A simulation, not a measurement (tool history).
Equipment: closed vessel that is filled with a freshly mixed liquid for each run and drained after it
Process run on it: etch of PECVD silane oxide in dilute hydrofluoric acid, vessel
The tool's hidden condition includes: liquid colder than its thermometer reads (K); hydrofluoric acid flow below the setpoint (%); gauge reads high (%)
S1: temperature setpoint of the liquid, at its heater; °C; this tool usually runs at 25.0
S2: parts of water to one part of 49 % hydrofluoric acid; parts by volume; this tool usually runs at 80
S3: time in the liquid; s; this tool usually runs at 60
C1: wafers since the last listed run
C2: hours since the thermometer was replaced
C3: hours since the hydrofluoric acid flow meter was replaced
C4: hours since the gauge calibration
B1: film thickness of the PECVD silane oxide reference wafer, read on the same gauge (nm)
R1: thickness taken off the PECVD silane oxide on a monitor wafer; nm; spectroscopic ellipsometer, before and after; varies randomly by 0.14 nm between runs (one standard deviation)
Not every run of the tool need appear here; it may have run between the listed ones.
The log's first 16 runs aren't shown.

Run 17, hour 413.4: usual settings; C1 3416; C2 2265.1; C3 1456.7; C4 159.3; B1 89.99. Result: R1 14.52 nm.
Run 18, hour 428.1: usual settings but S3 75 s; C1 1559; C2 2279.8; C3 1471.4; C4 174.0; B1 90.01. Result: R1 18.24 nm.
Run 19, hour 459.4: usual settings but S1 26.5 °C, S2 50 parts by volume; C1 3321; C2 2311.1; C3 1502.7; C4 205.3; B1 90.02. Result: R1 26.32 nm.
Run 20, hour 494.4: usual settings but S1 27.0 °C, S3 35 s; C1 3714; C2 2346.1; C3 1537.7; C4 240.3; B1 90.00. Result: R1 9.24 nm.
Run 21, hour 528.6: usual settings; C1 3629; C2 2380.3; C3 1571.9; C4 274.5; B1 89.98. Result: R1 14.59 nm.
At hour 543.7: hydrofluoric acid flow meter replaced.
Run 22, hour 561.9: usual settings; C1 3427; C2 2413.6; C3 18.2; C4 307.8; B1 90.00. Result: R1 14.70 nm.
Run 23, hour 580.2: usual settings but S1 27.0 °C, S2 105 parts by volume, S3 90 s; C1 1941; C2 2431.9; C3 36.5; C4 326.1; B1 89.96. Result: R1 17.49 nm.
At hour 586.8: thermometer replaced.
Run 24, hour 592.2: usual settings but S1 23.5 °C; C1 1167; C2 5.4; C3 48.5; C4 338.1; B1 90.02. Result: R1 13.84 nm.
Run 25, hour 606.1: usual settings; C1 1474; C2 19.3; C3 62.4; C4 352.0; B1 90.01. Result: R1 14.53 nm.
Run 26, hour 639.7: usual settings but S1 29.0 °C, S2 55 parts by volume, S3 70 s; C1 3565; C2 52.9; C3 96.0; C4 385.6; B1 90.00. Result: R1 30.46 nm.
Run 27, hour 652.3: usual settings but S1 27.0 °C; C1 1337; C2 65.5; C3 108.6; C4 398.2; B1 90.03. Result: R1 15.83 nm.
Run 28, hour 668.4: usual settings but S2 45 parts by volume, S3 40 s; C1 1708; C2 81.6; C3 124.7; C4 414.3; B1 90.00. Result: R1 18.21 nm.
Run 29, hour 712.3: usual settings; C1 4658; C2 125.5; C3 168.6; C4 458.2; B1 89.99. Result: R1 14.41 nm.
Run 30, hour 724.5: usual settings but S2 105 parts by volume, S3 40 s; C1 1294; C2 137.7; C3 180.8; C4 470.4; B1 90.03. Result: R1 7.31 nm.
Run 31, hour 746.6: usual settings but S1 26.5 °C, S2 45 parts by volume, S3 70 s; C1 2345; C2 159.8; C3 202.9; C4 492.5; B1 90.00. Result: R1 34.20 nm.
Run 32, hour 770.1: usual settings but S1 21.0 °C, S2 65 parts by volume, S3 30 s; C1 2493; C2 183.3; C3 226.4; C4 516.0; B1 89.98. Result: R1 7.86 nm.

Each row is a separate what-if for the run after 32, all from the same tool condition, not one after another. Results?
Run A, hour 770.8: usual settings; C1 74; C2 184.0; C3 227.1; C4 516.7; B1 ?. Result: R1 ?.
Run B, hour 770.8: usual settings but S2 55 parts by volume; C1 74; C2 184.0; C3 227.1; C4 516.7; B1 ?. Result: R1 ?.
Run C, hour 770.8: usual settings but S1 21.5 °C, S2 45 parts by volume; C1 74; C2 184.0; C3 227.1; C4 516.7; B1 ?. Result: R1 ?.
Run D, hour 770.8: usual settings but S1 20.5 °C, S2 40 parts by volume, S3 35 s; C1 74; C2 184.0; C3 227.1; C4 516.7; B1 ?. Result: R1 ?.

run     B1     R1
  A  90.01  14.35
  B  90.01  21.58
  C  90.01  23.12
  D  90.01  14.63
Take away the tool's hidden state, keep each run's random variation, and the runs would have read:
run     R1
  A  14.35
  B  21.58
  C  23.12
  D  14.63
